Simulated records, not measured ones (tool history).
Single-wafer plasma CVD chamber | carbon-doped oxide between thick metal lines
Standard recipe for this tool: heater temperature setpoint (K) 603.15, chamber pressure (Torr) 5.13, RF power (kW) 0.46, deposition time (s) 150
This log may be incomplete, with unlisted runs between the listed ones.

| run | hour | heater temperature setpoint (K) | chamber pressure (Torr) | RF power (kW) | deposition time (s) | read-back reference wafer on the same gauge, thickness_nm | mean film thickness on the monitor wafer (Å) |
|---|---|---|---|---|---|---|---|
| 1 | 0 | 603.15 | 5.13 | 0.46 | 150 | 611.995 | 6592.93 |
| 2 | 86.8 | 603.15 | 5.13 | 0.46 | 150 | 612.186 | 6636.55 |
| 3 | 142.8 | 603.15 | 6.08 | 0.46 | 159 | 612.519 | 7174.52 |
| 4 | 246.7 | 603.15 | 6.08 | 0.46 | 159 | 612.23 | 7124.87 |
| 5 | 335 | 614.15 | 5.13 | 0.46 | 150 | 611.905 | 6389.2 |
| 6 | 442 | 593.15 | 5.13 | 0.46 | 150 | 611.54 | 6879.51 |
| 7 | 509.5 | 593.15 | 5.13 | 0.46 | 150 | 611.973 | 6831.84 |
|  | 577.4 | showerhead replaced |
| 8 | 577.9 | 613.15 | 5.13 | 0.46 | 150 | 612.079 | 6328.77 |
| 9 | 668.8 | 599.15 | 5.13 | 0.46 | 150 | 612.389 | 6666.28 |
|  | 689.1 | capacitance manometer re-zeroed and calibrated |
| 10 | 707.2 | 599.15 | 5.13 | 0.46 | 150 | 612.113 | 6669.16 |
| 11 | 755.4 | 599.15 | 5.13 | 0.46 | 150 | 612.004 | 6647.07 |
|  | 785.4 | RF generator calibrated |
| 12 | 810.2 | 603.15 | 5.13 | 0.46 | 150 | 611.851 | 6444.02 |
| 13 | 876.6 | 603.15 | 5.13 | 0.46 | 135 | 611.631 | 5750.29 |
| 14 | 968.3 | 603.15 | 5.13 | 0.46 | 150 | 612.19 | 6378.93 |
| 15 | 1040.2 | 589.15 | 3.89 | 0.39 | 169 | 612.295 | 6603.26 |
|  | 1050.7 | thermocouple changed; heater temperature recalibrated |
| 16 | 1133.7 | 607.15 | 3.86 | 0.46 | 168 | 611.5 | 6771.75 |
|  | 1229.6 | RF generator calibrated, repeated, since the last time left the tool worse |
| 17 | 1230.1 | 608.15 | 5.13 | 0.46 | 150 | 611.96 | 6599.5 |
| 18 | 1322.2 | 616.15 | 5.13 | 0.46 | 166 | 612.234 | 7155.81 |
| 19 | 1371 | 603.15 | 5.13 | 0.505 | 138 | 612.259 | 6489.83 |
|  | 1385.3 | gauge calibrated |
| 20 | 1429.6 | 603.15 | 5.71 | 0.46 | 150 | 612.048 | 6874.94 |
| 21 | 1516.6 | 603.15 | 5.13 | 0.46 | 150 | 612.126 | 6746.05 |
| 22 | 1574.4 | 612.15 | 5.58 | 0.46 | 150 | 612.536 | 6617.88 |
| 23 | 1627.6 | 594.15 | 6 | 0.505 | 166 | 611.848 | 8145.14 |
| 24 | 1718.2 | 597.15 | 6.03 | 0.46 | 120 | 612.327 | 5623.06 |
| 25 | 1763.6 | 603.15 | 5.13 | 0.46 | 150 | 611.919 | 6746.6 |
| 26 | 1816.2 | 616.15 | 3.93 | 0.46 | 167 | 611.806 | 6899.86 |

Run by run, hidden condition taken away, random variation retained:
The tool's hidden condition here consists of: wafer temperature above the value expected at the setpoint (K); delivered RF power above the setpoint (%); true pressure above the setpoint (%); gauge reads high (%).
| run | mean film thickness on the monitor wafer (Å) |
|---|---|
| 1 | 6717.58 |
| 2 | 6771.96 |
| 3 | 7327.84 |
| 4 | 7289.97 |
| 5 | 6547.08 |
| 6 | 7062.37 |
| 7 | 7021.52 |
| 8 | 6512.09 |
| 9 | 6870.07 |
| 10 | 6877.57 |
| 11 | 6860.47 |
| 12 | 6803.35 |
| 13 | 6078.09 |
| 14 | 6753.57 |
| 15 | 7015.45 |
| 16 | 7190.64 |
| 17 | 6602.16 |
| 18 | 7168.06 |
| 19 | 6505.45 |
| 20 | 6897.23 |
| 21 | 6776.31 |
| 22 | 6653.05 |
| 23 | 8194.65 |
| 24 | 5664.58 |
| 25 | 6801.39 |
| 26 | 6961.98 |

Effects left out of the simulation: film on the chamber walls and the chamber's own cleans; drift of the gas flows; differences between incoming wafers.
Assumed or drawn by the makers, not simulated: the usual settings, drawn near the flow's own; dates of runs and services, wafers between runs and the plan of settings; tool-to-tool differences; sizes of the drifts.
